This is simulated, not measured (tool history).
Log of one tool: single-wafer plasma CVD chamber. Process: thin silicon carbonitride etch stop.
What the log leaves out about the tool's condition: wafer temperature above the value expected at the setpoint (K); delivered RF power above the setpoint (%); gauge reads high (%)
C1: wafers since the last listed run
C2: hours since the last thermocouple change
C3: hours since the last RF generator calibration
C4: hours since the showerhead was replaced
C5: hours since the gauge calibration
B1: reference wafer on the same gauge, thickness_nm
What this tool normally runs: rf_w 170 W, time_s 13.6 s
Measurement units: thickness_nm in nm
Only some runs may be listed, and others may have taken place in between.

{"run": 1, "hour": 0.0, "rf_w": 190, "time_s": 13.6, "C1": 0, "C2": 1576.3, "C3": 2206.5, "C4": 6233.5, "C5": 785.1, "B1": 8.161, "thickness_nm": 8.071}
{"run": 2, "hour": 23.0, "rf_w": 170, "time_s": 13.6, "C1": 518, "C2": 1599.3, "C3": 2229.5, "C4": 6256.5, "C5": 808.1, "B1": 8.178, "thickness_nm": 7.81}
{"run": 3, "hour": 67.0, "rf_w": 170, "time_s": 13.6, "C1": 991, "C2": 1643.3, "C3": 2273.5, "C4": 6300.5, "C5": 852.1, "B1": 8.171, "thickness_nm": 7.767}
{"run": 4, "hour": 82.1, "rf_w": 170, "time_s": 13.6, "C1": 340, "C2": 1658.4, "C3": 2288.6, "C4": 6315.6, "C5": 867.2, "B1": 8.187, "thickness_nm": 7.741}
{"hour": 110.7, "done": "RF generator calibrated"}
{"run": 5, "hour": 111.2, "rf_w": 170, "time_s": 13.6, "C1": 475, "C2": 1687.5, "C3": 0.5, "C4": 6344.7, "C5": 896.3, "B1": 8.18, "thickness_nm": 7.726}
{"hour": 136.5, "done": "showerhead replaced"}
{"hour": 142.5, "done": "gauge calibrated"}
{"run": 6, "hour": 144.2, "rf_w": 170, "time_s": 13.6, "C1": 563, "C2": 1720.5, "C3": 33.5, "C4": 7.7, "C5": 1.7, "B1": 7.924, "thickness_nm": 7.491}
{"run": 7, "hour": 159.0, "rf_w": 170, "time_s": 13.6, "C1": 333, "C2": 1735.3, "C3": 48.3, "C4": 22.5, "C5": 16.5, "B1": 7.932, "thickness_nm": 7.485}
{"run": 8, "hour": 192.5, "rf_w": 170, "time_s": 13.6, "C1": 754, "C2": 1768.8, "C3": 81.8, "C4": 56.0, "C5": 50.0, "B1": 7.965, "thickness_nm": 7.571}
{"run": 9, "hour": 225.9, "rf_w": 170, "time_s": 13.6, "C1": 752, "C2": 1802.2, "C3": 115.2, "C4": 89.4, "C5": 83.4, "B1": 7.988, "thickness_nm": 7.588}
{"run": 10, "hour": 242.9, "rf_w": 170, "time_s": 13.6, "C1": 382, "C2": 1819.2, "C3": 132.2, "C4": 106.4, "C5": 100.4, "B1": 8.016, "thickness_nm": 7.649}
{"run": 11, "hour": 258.6, "rf_w": 170, "time_s": 13.6, "C1": 353, "C2": 1834.9, "C3": 147.9, "C4": 122.1, "C5": 116.1, "B1": 8.016, "thickness_nm": 7.562}
{"hour": 271.3, "done": "thermocouple changed; heater temperature recalibrated"}
{"run": 12, "hour": 288.7, "rf_w": 170, "time_s": 13.6, "C1": 497, "C2": 17.4, "C3": 178.0, "C4": 152.2, "C5": 146.2, "B1": 8.028, "thickness_nm": 7.654}
{"run": 13, "hour": 319.9, "rf_w": 170, "time_s": 13.6, "C1": 702, "C2": 48.6, "C3": 209.2, "C4": 183.4, "C5": 177.4, "B1": 8.061, "thickness_nm": 7.659}
{"run": 14, "hour": 333.8, "rf_w": 185, "time_s": 12.3, "C1": 313, "C2": 62.5, "C3": 223.1, "C4": 197.3, "C5": 191.3, "B1": 8.051, "thickness_nm": 7.045}
{"run": 15, "hour": 364.5, "rf_w": 170, "time_s": 13.6, "C1": 691, "C2": 93.2, "C3": 253.8, "C4": 228.0, "C5": 222.0, "B1": 8.079, "thickness_nm": 7.605}
{"run": 16, "hour": 399.7, "rf_w": 170, "time_s": 13.6, "C1": 792, "C2": 128.4, "C3": 289.0, "C4": 263.2, "C5": 257.2, "B1": 8.089, "thickness_nm": 7.756}
{"run": 17, "hour": 413.6, "rf_w": 170, "time_s": 13.6, "C1": 313, "C2": 142.3, "C3": 302.9, "C4": 277.1, "C5": 271.1, "B1": 8.092, "thickness_nm": 7.691}
{"run": 18, "hour": 444.6, "rf_w": 140, "time_s": 13.6, "C1": 698, "C2": 173.3, "C3": 333.9, "C4": 308.1, "C5": 302.1, "B1": 8.109, "thickness_nm": 7.354}
{"run": 19, "hour": 488.5, "rf_w": 150, "time_s": 11.3, "C1": 988, "C2": 217.2, "C3": 377.8, "C4": 352.0, "C5": 346.0, "B1": 8.129, "thickness_nm": 6.231}
{"run": 20, "hour": 506.5, "rf_w": 155, "time_s": 12.2, "C1": 405, "C2": 235.2, "C3": 395.8, "C4": 370.0, "C5": 364.0, "B1": 8.123, "thickness_nm": 6.736}
{"run": 21, "hour": 524.5, "rf_w": 145, "time_s": 11.1, "C1": 405, "C2": 253.2, "C3": 413.8, "C4": 388.0, "C5": 382.0, "B1": 8.132, "thickness_nm": 6.056}

Expected results for the next run?
{"run": 22, "hour": 541.5, "rf_w": 140, "time_s": 15.9, "C1": 382, "C2": 270.2, "C3": 430.8, "C4": 405.0, "C5": 399.0, "B1": "?", "thickness_nm": "?"}

{"run 22": {"B1": 8.135, "thickness_nm": 8.59}}
With no hidden state in the tool, this same run would have given thickness_nm 8.372 nm.
